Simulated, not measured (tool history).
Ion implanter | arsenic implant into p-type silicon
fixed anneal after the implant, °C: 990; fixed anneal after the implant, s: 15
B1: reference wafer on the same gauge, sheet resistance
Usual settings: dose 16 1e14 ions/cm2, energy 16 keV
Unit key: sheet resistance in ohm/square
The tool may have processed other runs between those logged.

Run 1, hour 0: usual settings but dose 12.24 1e14 ions/cm2; B1 162. Result: sheet resistance 146.46 ohm/square.
Run 2, hour 37.3: usual settings but dose 12.24 1e14 ions/cm2; B1 161.96. Result: sheet resistance 146.73 ohm/square.
Run 3, hour 168.1: usual settings but dose 12.24 1e14 ions/cm2; B1 161.91. Result: sheet resistance 147.46 ohm/square.
Run 4, hour 214: usual settings but dose 13.55 1e14 ions/cm2; B1 162. Result: sheet resistance 142.83 ohm/square.
Run 5, hour 249: usual settings; B1 162.13. Result: sheet resistance 138.05 ohm/square.
At hour 289.8: extraction supply calibrated.
Run 6, hour 312.4: usual settings; B1 161.89. Result: sheet resistance 138.71 ohm/square.
At hour 349.5: Faraday cup replaced and dose calibrated.
Run 7, hour 367.8: usual settings but energy 18.5 keV; B1 162.08. Result: sheet resistance 128.55 ohm/square.
Run 8, hour 422.1: usual settings but energy 18.5 keV; B1 162.05. Result: sheet resistance 127.87 ohm/square.
At hour 438.8: gauge calibrated.
Run 9, hour 447.9: usual settings but energy 21.5 keV; B1 161.9. Result: sheet resistance 120.35 ohm/square.
Run 10, hour 502.4: usual settings but dose 14.61 1e14 ions/cm2, energy 18.5 keV; B1 162.05. Result: sheet resistance 130.71 ohm/square.
At hour 515.7: Faraday cup replaced and dose calibrated, repeated, since the last time left the tool worse.
Run 11, hour 563.8: usual settings but dose 13.92 1e14 ions/cm2; B1 161.99. Result: sheet resistance 140.89 ohm/square.
Run 12, hour 603.2: usual settings but dose 18.82 1e14 ions/cm2, energy 14.5 keV; B1 162.06. Result: sheet resistance 137.52 ohm/square.
Run 13, hour 653.5: usual settings but dose 14.05 1e14 ions/cm2, energy 11.5 keV; B1 162.13. Result: sheet resistance 155.64 ohm/square.
Run 14, hour 723.9: usual settings; B1 162.05. Result: sheet resistance 137.73 ohm/square.
Run 15, hour 789.4: usual settings but energy 12 keV; B1 161.96. Result: sheet resistance 150.34 ohm/square.
Run 16, hour 828.8: usual settings; B1 161.99. Result: sheet resistance 137.5 ohm/square.
Run 17, hour 859: usual settings; B1 161.97. Result: sheet resistance 137.31 ohm/square.

For each run, what was the tool's unlogged condition?
deviation of the true energy from its setpoint, %: 0 at every run
gauge reads high (%): 0 at every run
H1: deviation of the true dose from the Faraday cup's reading, %
run      H1
  1  -0.359
  2  -0.569
  3   -1.58
  4   -2.03
  5   -2.41
  6   -3.18
  7     6.5
  8    6.43
  9    6.38
 10    6.21
 11   0.572
 12   0.506
 13   0.365
 14  0.0641
 15  -0.326
 16  -0.612
 17  -0.858
